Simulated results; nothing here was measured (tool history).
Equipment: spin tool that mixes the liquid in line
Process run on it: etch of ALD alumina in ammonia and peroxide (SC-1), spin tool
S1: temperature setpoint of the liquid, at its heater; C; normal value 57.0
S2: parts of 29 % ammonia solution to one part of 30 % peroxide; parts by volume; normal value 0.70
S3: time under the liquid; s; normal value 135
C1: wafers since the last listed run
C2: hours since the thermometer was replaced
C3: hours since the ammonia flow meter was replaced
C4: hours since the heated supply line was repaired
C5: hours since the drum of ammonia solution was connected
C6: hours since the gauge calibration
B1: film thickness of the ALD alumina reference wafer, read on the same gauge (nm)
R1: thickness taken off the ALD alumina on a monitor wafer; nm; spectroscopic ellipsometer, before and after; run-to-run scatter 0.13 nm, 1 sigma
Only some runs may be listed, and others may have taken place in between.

run     day    S1    S2   S3   C1      C2      C3      C4     C5     C6      B1     R1
  1   0.000  57.0  0.70  135    0  2312.6  1768.4  3443.3  397.4  200.6  119.99  12.10
  2   1.117  57.0  0.70  135  188  2339.4  1795.2  3470.1  424.2  227.4  120.02  11.89
  3   2.175  57.0  0.70  135  178  2364.8  1820.6  3495.5  449.6  252.8  119.99  12.04
      3.642  -- new drum of ammonia solution connected
  4   4.054  57.0  0.70  135  310  2409.9  1865.7  3540.6    9.9  297.9  119.99  11.82
  5   9.833  57.0  0.70  135  976  2548.6  2004.4  3679.3  148.6  436.6  119.99  12.02
  6  11.417  52.5  0.50  135  267  2586.6  2042.4  3717.3  186.6  474.6  119.99   8.90
  7  12.867  57.0  0.70  135  244  2621.4  2077.2  3752.1  221.4  509.4  119.97  11.84
  8  13.967  57.0  0.70  135  185  2647.8  2103.6  3778.5  247.8  535.8  119.99  11.61
     15.038  -- gauge calibrated
  9  16.796  57.0  0.70  135  477  2715.7  2171.5  3846.4  315.7   42.2  120.01  11.79
     19.250  -- heated supply line repaired
 10  19.271  57.0  0.70  135  410  2775.1  2230.9     0.5  375.1  101.6  120.02  14.69
     20.467  -- ammonia flow meter replaced
 11  21.292  57.0  0.70  135  334  2823.6    19.8    49.0  423.6  150.1  119.99  14.73
     22.296  -- new drum of ammonia solution connected
 12  22.904  50.0  0.95  135  265  2862.3    58.5    87.7   14.6  188.8  119.98  10.33
 13  25.175  61.5  0.70  180  383  2916.8   113.0   142.2   69.1  243.3  119.99  24.75
 14  27.171  60.5  0.95  135  337  2964.7   160.9   190.1  117.0  291.2  120.00  18.00
     27.379  -- thermometer replaced
 15  28.696  51.5  0.55  110  250    31.6   197.5   226.7  153.6  327.8  120.01   8.50
 16  31.188  50.0  0.70  135  420    91.4   257.3   286.5  213.4  387.6  120.02  10.07
 17  33.867  47.0  0.90  190  452   155.7   321.6   350.8  277.7  451.9  120.00  11.96
 18  35.479  57.0  0.90  135  272   194.4   360.3   389.5  316.4  490.6  119.97  14.80
 19  37.083  60.5  0.50   65  270   232.9   398.8   428.0  354.9  529.1  120.00   8.08

Here are 3 independent what-if runs from the current tool condition. What would each one return?
  A  37.104  57.0  0.70  135   3  233.4  399.3  428.5  355.4  529.6   ?   ?
  B  37.104  57.0  0.85  165   3  233.4  399.3  428.5  355.4  529.6   ?   ?
  C  37.104  57.0  0.70  205   3  233.4  399.3  428.5  355.4  529.6   ?   ?

run      B1     R1
  A  120.04  14.42
  B  120.04  17.95
  C  120.04  21.89
With no hidden state in the tool, these same runs would have given:
run     R1
  A  15.09
  B  18.79
  C  22.92
